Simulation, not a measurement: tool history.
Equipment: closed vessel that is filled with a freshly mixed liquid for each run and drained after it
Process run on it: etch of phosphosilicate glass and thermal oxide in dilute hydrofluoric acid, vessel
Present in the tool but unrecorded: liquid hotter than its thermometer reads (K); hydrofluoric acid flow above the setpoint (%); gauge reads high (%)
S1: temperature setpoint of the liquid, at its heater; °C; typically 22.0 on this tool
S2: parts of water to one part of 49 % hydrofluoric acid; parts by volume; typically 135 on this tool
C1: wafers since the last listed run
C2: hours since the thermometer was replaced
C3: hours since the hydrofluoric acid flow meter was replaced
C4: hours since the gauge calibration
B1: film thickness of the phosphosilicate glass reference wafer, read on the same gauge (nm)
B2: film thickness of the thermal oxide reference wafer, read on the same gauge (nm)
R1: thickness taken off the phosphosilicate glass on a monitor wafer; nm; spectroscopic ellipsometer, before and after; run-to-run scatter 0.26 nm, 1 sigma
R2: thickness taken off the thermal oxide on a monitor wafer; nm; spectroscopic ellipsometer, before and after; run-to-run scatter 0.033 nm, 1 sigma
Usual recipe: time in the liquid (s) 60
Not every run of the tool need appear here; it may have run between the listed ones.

run 1 hour=0.0 | S1=24.0 S2=85 time_in_the_liquid_(s)=60 | C1=0 C2=1798.2 C3=520.2 C4=1178.2 | B1=30.03 B2=30.009 | R1=52.73 R2=3.607
-- hour=55.8 gauge calibrated
run 2 hour=197.2 | S1=24.0 S2=85 time_in_the_liquid_(s)=60 | C1=25827 C2=1995.4 C3=717.4 C4=141.4 | B1=29.96 B2=29.968 | R1=53.37 R2=3.634
run 3 hour=237.4 | S1=18.5 S2=165 time_in_the_liquid_(s)=60 | C1=5265 C2=2035.6 C3=757.6 C4=181.6 | B1=29.97 B2=30.008 | R1=20.03 R2=1.372
run 4 hour=320.8 | S1=18.5 S2=165 time_in_the_liquid_(s)=60 | C1=10922 C2=2119.0 C3=841.0 C4=265.0 | B1=30.01 B2=30.015 | R1=20.82 R2=1.434
run 5 hour=409.3 | S1=18.5 S2=165 time_in_the_liquid_(s)=60 | C1=11590 C2=2207.5 C3=929.5 C4=353.5 | B1=30.04 B2=30.033 | R1=20.54 R2=1.439
run 6 hour=493.0 | S1=22.0 S2=185 time_in_the_liquid_(s)=60 | C1=10962 C2=2291.2 C3=1013.2 C4=437.2 | B1=29.99 B2=29.986 | R1=20.86 R2=1.460
-- hour=494.9 thermometer replaced
-- hour=501.6 hydrofluoric acid flow meter replaced
run 7 hour=575.2 | S1=19.5 S2=135 time_in_the_liquid_(s)=60 | C1=10503 C2=80.3 C3=73.6 C4=519.4 | B1=30.01 B2=30.007 | R1=24.31 R2=1.624
run 8 hour=641.7 | S1=19.5 S2=135 time_in_the_liquid_(s)=60 | C1=8709 C2=146.8 C3=140.1 C4=585.9 | B1=29.98 B2=29.986 | R1=24.52 R2=1.647
run 9 hour=707.3 | S1=18.5 S2=135 time_in_the_liquid_(s)=60 | C1=8591 C2=212.4 C3=205.7 C4=651.5 | B1=29.96 B2=30.030 | R1=23.88 R2=1.604
run 10 hour=756.2 | S1=22.0 S2=155 time_in_the_liquid_(s)=60 | C1=6404 C2=261.3 C3=254.6 C4=700.4 | B1=29.99 B2=30.003 | R1=23.45 R2=1.651

Estimate the outcome of run 11 from the log above:
run 11 hour=859.3 | S1=22.0 S2=135 time_in_the_liquid_(s)=30 | C1=13503 C2=364.4 C3=357.7 C4=803.5 | B1=? B2=? | R1=? R2=?

B1: 29.99
B2: 30.019
R1: 13.72 nm
R2: 0.924 nm
Take away the tool's hidden state, keep the run-to-run variation as it was, and the same run would have given R1 13.10 nm, R2 0.882 nm.
